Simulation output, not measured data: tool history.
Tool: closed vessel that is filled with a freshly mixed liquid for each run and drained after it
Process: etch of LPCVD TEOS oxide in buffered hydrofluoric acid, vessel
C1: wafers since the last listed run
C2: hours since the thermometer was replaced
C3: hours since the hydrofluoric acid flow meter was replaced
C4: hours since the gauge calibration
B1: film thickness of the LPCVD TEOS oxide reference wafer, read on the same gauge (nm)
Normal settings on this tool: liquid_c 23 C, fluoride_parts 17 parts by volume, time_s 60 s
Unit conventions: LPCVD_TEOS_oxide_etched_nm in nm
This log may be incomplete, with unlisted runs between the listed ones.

{"run": 1, "day": 0.0, "liquid_c": 23, "fluoride_parts": 17, "time_s": 50, "C1": 0, "C2": 709.5, "C3": 177.7, "C4": 1408, "B1": 119.98, "LPCVD_TEOS_oxide_etched_nm": 54.52}
{"run": 2, "day": 3.725, "liquid_c": 20.5, "fluoride_parts": 13.5, "time_s": 60, "C1": 10789, "C2": 798.9, "C3": 267.1, "C4": 1497.4, "B1": 120.02, "LPCVD_TEOS_oxide_etched_nm": 69.9}
{"run": 3, "day": 5.312, "liquid_c": 23, "fluoride_parts": 20.5, "time_s": 70, "C1": 4598, "C2": 837, "C3": 305.2, "C4": 1535.5, "B1": 120.02, "LPCVD_TEOS_oxide_etched_nm": 62.48}
{"day": 9.475, "done": "thermometer replaced"}
{"run": 4, "day": 14.512, "liquid_c": 23, "fluoride_parts": 20.5, "time_s": 70, "C1": 26527, "C2": 120.9, "C3": 526, "C4": 1756.3, "B1": 119.98, "LPCVD_TEOS_oxide_etched_nm": 63.37}
{"run": 5, "day": 17.446, "liquid_c": 23, "fluoride_parts": 17, "time_s": 60, "C1": 8496, "C2": 191.3, "C3": 596.4, "C4": 1826.7, "B1": 120.01, "LPCVD_TEOS_oxide_etched_nm": 65.61}
{"run": 6, "day": 20.238, "liquid_c": 23, "fluoride_parts": 17, "time_s": 60, "C1": 8086, "C2": 258.3, "C3": 663.4, "C4": 1893.7, "B1": 120.05, "LPCVD_TEOS_oxide_etched_nm": 64.1}
{"run": 7, "day": 22.688, "liquid_c": 25.5, "fluoride_parts": 12, "time_s": 60, "C1": 7096, "C2": 317.1, "C3": 722.2, "C4": 1952.5, "B1": 120.01, "LPCVD_TEOS_oxide_etched_nm": 106.18}
{"run": 8, "day": 24.35, "liquid_c": 23, "fluoride_parts": 17, "time_s": 60, "C1": 4815, "C2": 357, "C3": 762.1, "C4": 1992.4, "B1": 120.01, "LPCVD_TEOS_oxide_etched_nm": 65.04}
{"run": 9, "day": 27.321, "liquid_c": 23, "fluoride_parts": 17, "time_s": 60, "C1": 8605, "C2": 428.3, "C3": 833.4, "C4": 2063.7, "B1": 120.04, "LPCVD_TEOS_oxide_etched_nm": 65.1}
{"run": 10, "day": 29.425, "liquid_c": 23, "fluoride_parts": 17, "time_s": 60, "C1": 6094, "C2": 478.8, "C3": 883.9, "C4": 2114.2, "B1": 120.02, "LPCVD_TEOS_oxide_etched_nm": 66.02}
{"run": 11, "day": 31.083, "liquid_c": 23, "fluoride_parts": 17, "time_s": 60, "C1": 4803, "C2": 518.6, "C3": 923.7, "C4": 2154, "B1": 119.99, "LPCVD_TEOS_oxide_etched_nm": 65.3}
{"day": 31.825, "done": "gauge calibrated"}
{"run": 12, "day": 33.562, "liquid_c": 23, "fluoride_parts": 17, "time_s": 60, "C1": 7180, "C2": 578.1, "C3": 983.2, "C4": 41.7, "B1": 119.99, "LPCVD_TEOS_oxide_etched_nm": 65.46}
{"day": 34.438, "done": "hydrofluoric acid flow meter replaced"}
{"run": 13, "day": 36.188, "liquid_c": 23, "fluoride_parts": 17, "time_s": 60, "C1": 7482, "C2": 641.1, "C3": 42, "C4": 104.7, "B1": 119.97, "LPCVD_TEOS_oxide_etched_nm": 63.7}
{"run": 14, "day": 38.171, "liquid_c": 23, "fluoride_parts": 17, "time_s": 60, "C1": 5744, "C2": 688.7, "C3": 89.6, "C4": 152.3, "B1": 120.03, "LPCVD_TEOS_oxide_etched_nm": 65.15}
{"run": 15, "day": 40.458, "liquid_c": 23, "fluoride_parts": 17, "time_s": 60, "C1": 6625, "C2": 743.6, "C3": 144.5, "C4": 207.2, "B1": 119.98, "LPCVD_TEOS_oxide_etched_nm": 64.41}
{"run": 16, "day": 44.308, "liquid_c": 23, "fluoride_parts": 17, "time_s": 60, "C1": 11151, "C2": 836, "C3": 236.9, "C4": 299.6, "B1": 120.02, "LPCVD_TEOS_oxide_etched_nm": 64.68}
{"run": 17, "day": 46.454, "liquid_c": 23, "fluoride_parts": 17, "time_s": 60, "C1": 6215, "C2": 887.5, "C3": 288.4, "C4": 351.1, "B1": 119.98, "LPCVD_TEOS_oxide_etched_nm": 63.45}
{"run": 18, "day": 49.604, "liquid_c": 23, "fluoride_parts": 17, "time_s": 60, "C1": 9123, "C2": 963.1, "C3": 364, "C4": 426.7, "B1": 120.03, "LPCVD_TEOS_oxide_etched_nm": 65.38}
{"run": 19, "day": 52.238, "liquid_c": 27.5, "fluoride_parts": 17, "time_s": 60, "C1": 7627, "C2": 1026.3, "C3": 427.2, "C4": 489.9, "B1": 119.97, "LPCVD_TEOS_oxide_etched_nm": 82.3}
{"day": 55.55, "done": "thermometer replaced"}
{"run": 20, "day": 56.438, "liquid_c": 25, "fluoride_parts": 23.5, "time_s": 60, "C1": 12044, "C2": 21.3, "C3": 528, "C4": 590.7, "B1": 120.02, "LPCVD_TEOS_oxide_etched_nm": 54.89}
{"run": 21, "day": 60.154, "liquid_c": 25, "fluoride_parts": 17, "time_s": 60, "C1": 10765, "C2": 110.5, "C3": 617.2, "C4": 679.9, "B1": 120, "LPCVD_TEOS_oxide_etched_nm": 71.64}
{"run": 22, "day": 63.5, "liquid_c": 23, "fluoride_parts": 17, "time_s": 70, "C1": 9691, "C2": 190.8, "C3": 697.5, "C4": 760.2, "B1": 120.02, "LPCVD_TEOS_oxide_etched_nm": 77.27}
{"run": 23, "day": 66.025, "liquid_c": 18.5, "fluoride_parts": 19.5, "time_s": 85, "C1": 7313, "C2": 251.4, "C3": 758.1, "C4": 820.8, "B1": 120.02, "LPCVD_TEOS_oxide_etched_nm": 63.28}
{"run": 24, "day": 69.146, "liquid_c": 21.5, "fluoride_parts": 17, "time_s": 75, "C1": 9039, "C2": 326.3, "C3": 833, "C4": 895.7, "B1": 120.01, "LPCVD_TEOS_oxide_etched_nm": 75.13}
{"day": 82.046, "done": "hydrofluoric acid flow meter replaced"}
{"run": 25, "day": 82.529, "liquid_c": 21, "fluoride_parts": 21.5, "time_s": 90, "C1": 38644, "C2": 647.5, "C3": 11.6, "C4": 1216.9, "B1": 120.02, "LPCVD_TEOS_oxide_etched_nm": 68.94}
{"run": 26, "day": 85.708, "liquid_c": 23, "fluoride_parts": 22.5, "time_s": 60, "C1": 9208, "C2": 723.8, "C3": 87.9, "C4": 1293.2, "B1": 120.06, "LPCVD_TEOS_oxide_etched_nm": 49.99}
{"run": 27, "day": 87.7, "liquid_c": 23, "fluoride_parts": 17, "time_s": 60, "C1": 5768, "C2": 771.6, "C3": 135.7, "C4": 1341, "B1": 120.01, "LPCVD_TEOS_oxide_etched_nm": 63.77}
{"run": 28, "day": 89.246, "liquid_c": 23, "fluoride_parts": 17, "time_s": 60, "C1": 4477, "C2": 808.7, "C3": 172.8, "C4": 1378.1, "B1": 119.98, "LPCVD_TEOS_oxide_etched_nm": 63.86}
{"run": 29, "day": 93.333, "liquid_c": 23, "fluoride_parts": 17, "time_s": 60, "C1": 11839, "C2": 906.8, "C3": 270.9, "C4": 1476.2, "B1": 119.95, "LPCVD_TEOS_oxide_etched_nm": 65.03}
{"run": 30, "day": 97.45, "liquid_c": 26, "fluoride_parts": 20, "time_s": 50, "C1": 11923, "C2": 1005.6, "C3": 369.7, "C4": 1575, "B1": 119.99, "LPCVD_TEOS_oxide_etched_nm": 54.01}
{"day": 101.242, "done": "thermometer replaced"}
{"run": 31, "day": 101.262, "liquid_c": 23, "fluoride_parts": 17, "time_s": 60, "C1": 10922, "C2": 0.5, "C3": 461.2, "C4": 1666.5, "B1": 120.03, "LPCVD_TEOS_oxide_etched_nm": 64.4}
{"run": 32, "day": 104.892, "liquid_c": 23, "fluoride_parts": 13.5, "time_s": 60, "C1": 10511, "C2": 87.6, "C3": 548.3, "C4": 1753.6, "B1": 120, "LPCVD_TEOS_oxide_etched_nm": 82.43}
{"run": 33, "day": 109.312, "liquid_c": 24.5, "fluoride_parts": 17, "time_s": 45, "C1": 12804, "C2": 193.7, "C3": 654.4, "C4": 1859.7, "B1": 120.01, "LPCVD_TEOS_oxide_etched_nm": 52.54}
{"run": 34, "day": 111.471, "liquid_c": 19.5, "fluoride_parts": 17, "time_s": 60, "C1": 6251, "C2": 245.5, "C3": 706.2, "C4": 1911.5, "B1": 119.99, "LPCVD_TEOS_oxide_etched_nm": 54.26}

Branching from run 34: 3 alternative next runs. What would each branch give?
{"run": "A", "day": 111.5, "liquid_c": 21, "fluoride_parts": 17, "time_s": 60, "C1": 84, "C2": 246.2, "C3": 706.9, "C4": 1912.2, "B1": "?", "LPCVD_TEOS_oxide_etched_nm": "?"}
{"run": "B", "day": 111.5, "liquid_c": 18.5, "fluoride_parts": 20.5, "time_s": 95, "C1": 84, "C2": 246.2, "C3": 706.9, "C4": 1912.2, "B1": "?", "LPCVD_TEOS_oxide_etched_nm": "?"}
{"run": "C", "day": 111.5, "liquid_c": 21.5, "fluoride_parts": 17, "time_s": 60, "C1": 84, "C2": 246.2, "C3": 706.9, "C4": 1912.2, "B1": "?", "LPCVD_TEOS_oxide_etched_nm": "?"}

run=A B1=119.98 LPCVD_TEOS_oxide_etched_nm=58.95
run=B B1=119.98 LPCVD_TEOS_oxide_etched_nm=67.42
run=C B1=119.98 LPCVD_TEOS_oxide_etched_nm=60.62
Without the tool's unlogged condition, the same runs would have read:
run=A LPCVD_TEOS_oxide_etched_nm=57.39
run=B LPCVD_TEOS_oxide_etched_nm=66.11
run=C LPCVD_TEOS_oxide_etched_nm=59.01
